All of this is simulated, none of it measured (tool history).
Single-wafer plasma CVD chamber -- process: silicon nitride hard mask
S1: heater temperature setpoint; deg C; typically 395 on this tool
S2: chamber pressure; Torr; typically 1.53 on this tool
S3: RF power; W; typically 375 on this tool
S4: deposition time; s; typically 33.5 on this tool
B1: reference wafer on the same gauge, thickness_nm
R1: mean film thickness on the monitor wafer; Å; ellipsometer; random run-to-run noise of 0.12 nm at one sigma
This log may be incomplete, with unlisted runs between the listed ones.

run	hour	S1	S2	S3	S4	B1	R1
1	0	395	1.53	375	33.5	49.802	449.12
2	62.5	395	1.53	375	33.5	49.828	449.2
3	160	395	1.74	375	33.5	49.765	467.18
4	203.9	395	1.74	375	33.5	49.785	467.49
5	250.3	395	1.53	375	33.5	49.829	448.66
# hour 285.9: gauge calibrated
6	324.5	395	1.53	375	33.5	49.819	448.03
7	365.1	395	1.53	375	33.5	49.804	448.3
8	427.2	395	1.53	375	33.5	49.813	448.96
9	495.8	395	1.53	375	33.5	49.812	451.44
10	602.9	395	1.53	375	33.5	49.843	448.26
# hour 625.6: showerhead replaced
# hour 660.3: RF generator calibrated
11	660.8	400	1.36	340	39.4	49.805	481.2
12	738.5	395	1.53	375	33.5	49.788	450.9
13	831	395	1.53	375	33.5	49.754	448.6
14	924	390	1.53	375	33.5	49.807	451.71
15	987.2	395	1.53	375	33.5	49.793	447.9
16	1090.1	395	1.53	375	29.8	49.77	400.69
17	1158.3	409	1.85	425	40.2	49.77	609.85
18	1217.1	404	1.3	325	36.9	49.81	431.95
19	1272.7	395	1.53	420	36.2	49.776	517.48
# hour 1340: thermocouple changed; heater temperature recalibrated
# hour 1383.2: capacitance manometer re-zeroed and calibrated
20	1383.7	395	1.39	445	33.5	49.787	476.48
21	1473.7	395	1.53	375	33.5	49.82	448.24
22	1530.2	395	1.25	340	33.5	49.815	399.21
23	1620.8	395	1.72	375	31.1	49.82	433.17
24	1687.3	395	1.53	375	33.5	49.788	450.22
25	1760.1	395	1.53	375	33.5	49.801	448.85
26	1821.5	388	1.53	375	33.5	49.787	451.72
27	1900.6	404	1.53	375	38.9	49.763	519.3
# hour 1913: RF generator calibrated
28	1959.6	395	1.53	375	33.5	49.821	450.22
29	2063.3	408	1.53	330	33.5	49.756	417

Forecast each of these 4 alternatives for the next run:
A	2063.7	395	1.53	375	33.5	?	?
B	2063.7	405	1.2	415	27.8	?	?
C	2063.7	409	1.53	445	39.1	?	?
D	2063.7	401	1.53	375	33.5	?	?

run	B1	R1
A	49.778	448.92
B	49.778	363.25
C	49.778	571.55
D	49.778	447.92
Take away the tool's hidden state, keep each run's random variation, and the runs would have read:
run	R1
A	448.92
B	363.25
C	571.55
D	447.92

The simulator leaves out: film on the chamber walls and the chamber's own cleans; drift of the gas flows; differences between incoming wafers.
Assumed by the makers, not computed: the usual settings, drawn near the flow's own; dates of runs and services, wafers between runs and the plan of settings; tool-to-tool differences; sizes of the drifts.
